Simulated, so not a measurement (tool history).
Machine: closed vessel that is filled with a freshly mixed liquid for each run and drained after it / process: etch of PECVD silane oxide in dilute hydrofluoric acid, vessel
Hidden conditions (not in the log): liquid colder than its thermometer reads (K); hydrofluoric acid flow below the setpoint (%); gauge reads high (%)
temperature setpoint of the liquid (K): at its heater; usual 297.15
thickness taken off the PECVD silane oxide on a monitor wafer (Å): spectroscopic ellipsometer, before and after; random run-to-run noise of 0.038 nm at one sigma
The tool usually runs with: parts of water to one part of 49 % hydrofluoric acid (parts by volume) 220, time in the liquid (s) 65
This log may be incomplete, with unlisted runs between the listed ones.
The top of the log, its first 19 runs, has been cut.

run,day,temperature setpoint of the liquid (K),parts of water to one part of 49 % hydrofluoric acid (parts by volume),time in the liquid (s),wafers since the last listed run,hours since the thermometer was replaced,hours since the hydrofluoric acid flow meter was replaced,hours since the gauge calibration,"read-back film thickness of the PECVD silane oxide reference wafer, read on the same gauge (nm)",thickness taken off the PECVD silane oxide on a monitor wafer (Å)
20,27.804,297.15,220,40,2952,2505.5,248.2,887.9,41.55,69.2
# day 28.838: thermometer replaced
21,28.858,297.15,220,65,2989,0.5,273.5,913.2,41.59,112.6
22,29.929,301.15,130,65,3161,26.2,299.2,938.9,41.61,244.4
# day 30.088: gauge calibrated
23,30.938,297.15,140,65,2976,50.4,323.4,20.4,40.03,185.2
24,31.721,297.15,220,65,2312,69.2,342.2,39.2,40.07,109.3
25,32.771,300.65,220,65,3099,94.4,367.4,64.4,40.10,123.1
26,34.038,297.15,295,65,3739,124.8,397.8,94.8,40.15,75.4
27,34.950,297.15,220,65,2694,146.7,419.7,116.7,40.19,108.7
28,35.925,293.65,290,30,2878,170.1,443.1,140.1,40.24,31.3
29,39.496,297.15,220,65,10542,255.8,528.8,225.8,40.33,108.9
30,40.217,297.15,270,65,2128,273.1,546.1,243.1,40.39,84.4
31,41.433,292.65,290,95,3592,302.3,575.3,272.3,40.43,96.2
32,42.292,301.65,220,45,2534,322.9,595.9,292.9,40.47,88.5
33,43.079,299.15,220,65,2324,341.8,614.8,311.8,40.50,117.5
34,44.421,293.65,310,85,3961,374.0,647.0,344.0,40.55,82.7

Branching from run 34: 3 alternative next runs. What would each branch give?
A,44.450,297.15,315,65,86,374.7,647.7,344.7,?,?
B,44.450,299.15,220,75,86,374.7,647.7,344.7,?,?
C,44.450,299.65,145,90,86,374.7,647.7,344.7,?,?

run,"read-back film thickness of the PECVD silane oxide reference wafer, read on the same gauge (nm)",thickness taken off the PECVD silane oxide on a monitor wafer (Å)
A,40.52,69.6
B,40.52,136.0
C,40.52,275.1
What these runs would have given with no unlogged condition in the tool:
run,thickness taken off the PECVD silane oxide on a monitor wafer (Å)
A,68.7
B,134.2
C,271.3

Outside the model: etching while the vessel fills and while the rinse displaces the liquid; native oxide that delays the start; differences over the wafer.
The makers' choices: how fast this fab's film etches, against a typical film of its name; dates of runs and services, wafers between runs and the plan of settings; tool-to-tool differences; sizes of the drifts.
